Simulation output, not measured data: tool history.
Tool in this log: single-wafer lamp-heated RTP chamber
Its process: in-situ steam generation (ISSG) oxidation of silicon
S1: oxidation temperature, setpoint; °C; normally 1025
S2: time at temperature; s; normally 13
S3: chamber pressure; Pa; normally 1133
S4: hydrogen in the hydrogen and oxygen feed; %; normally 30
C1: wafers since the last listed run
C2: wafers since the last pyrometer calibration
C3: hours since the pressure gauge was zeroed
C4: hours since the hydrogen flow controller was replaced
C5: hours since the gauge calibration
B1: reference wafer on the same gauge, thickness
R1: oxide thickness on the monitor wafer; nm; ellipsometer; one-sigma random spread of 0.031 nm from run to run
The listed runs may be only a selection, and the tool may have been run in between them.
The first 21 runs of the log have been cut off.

Run 22, hour 545.9: usual settings but S1 1038 °C, S3 1240 Pa; C1 188; C2 289; C3 154.2; C4 256.4; C5 68.5; B1 6.116. Result: R1 5.844 nm.
Run 23, hour 559.6: usual settings but S2 18 s; C1 92; C2 382; C3 167.9; C4 270.1; C5 82.2; B1 6.112. Result: R1 6.481 nm.
Run 24, hour 575.9: usual settings but S1 1015 °C; C1 110; C2 492; C3 184.2; C4 286.4; C5 98.5; B1 6.114. Result: R1 5.356 nm.
Run 25, hour 610.9: usual settings; C1 236; C2 729; C3 219.2; C4 321.4; C5 133.5; B1 6.106. Result: R1 5.646 nm.
Run 26, hour 635.5: usual settings; C1 166; C2 896; C3 243.8; C4 346; C5 158.1; B1 6.111. Result: R1 5.618 nm.
Run 27, hour 657.5: usual settings; C1 148; C2 1045; C3 265.8; C4 368; C5 180.1; B1 6.106. Result: R1 5.686 nm.
Run 28, hour 686.6: usual settings but S1 1018 °C; C1 196; C2 1242; C3 294.9; C4 397.1; C5 209.2; B1 6.11. Result: R1 5.56 nm.
Run 29, hour 712.2: usual settings but S2 12 s, S3 1293 Pa, S4 32 %; C1 173; C2 1415; C3 320.5; C4 422.7; C5 234.8; B1 6.112. Result: R1 5.434 nm.
Run 30, hour 744.5: usual settings; C1 218; C2 1634; C3 352.8; C4 455; C5 267.1; B1 6.113. Result: R1 5.686 nm.

Forecast each of these 5 alternatives for the next run:
Run A, hour 745: usual settings but S3 987 Pa; C1 3; C2 1637; C3 353.3; C4 455.5; C5 267.6; B1 ?. Result: R1 ?.
Run B, hour 745: usual settings but S1 1012 °C, S3 1080 Pa; C1 3; C2 1637; C3 353.3; C4 455.5; C5 267.6; B1 ?. Result: R1 ?.
Run C, hour 745: usual settings but S1 1042 °C, S2 9 s, S3 1213 Pa, S4 27 %; C1 3; C2 1637; C3 353.3; C4 455.5; C5 267.6; B1 ?. Result: R1 ?.
Run D, hour 745: usual settings but S4 20 %; C1 3; C2 1637; C3 353.3; C4 455.5; C5 267.6; B1 ?. Result: R1 ?.
Run E, hour 745: usual settings but S1 1035 °C, S4 32 %; C1 3; C2 1637; C3 353.3; C4 455.5; C5 267.6; B1 ?. Result: R1 ?.

run     B1     R1
  A  6.106    5.8
  B  6.106  5.469
  C  6.106  5.028
  D  6.106  5.188
  E  6.106  6.128
Without the tool's unlogged condition, the same runs would have read:
run     R1
  A  5.602
  B  5.297
  C  4.856
  D   5.01
  E  5.906
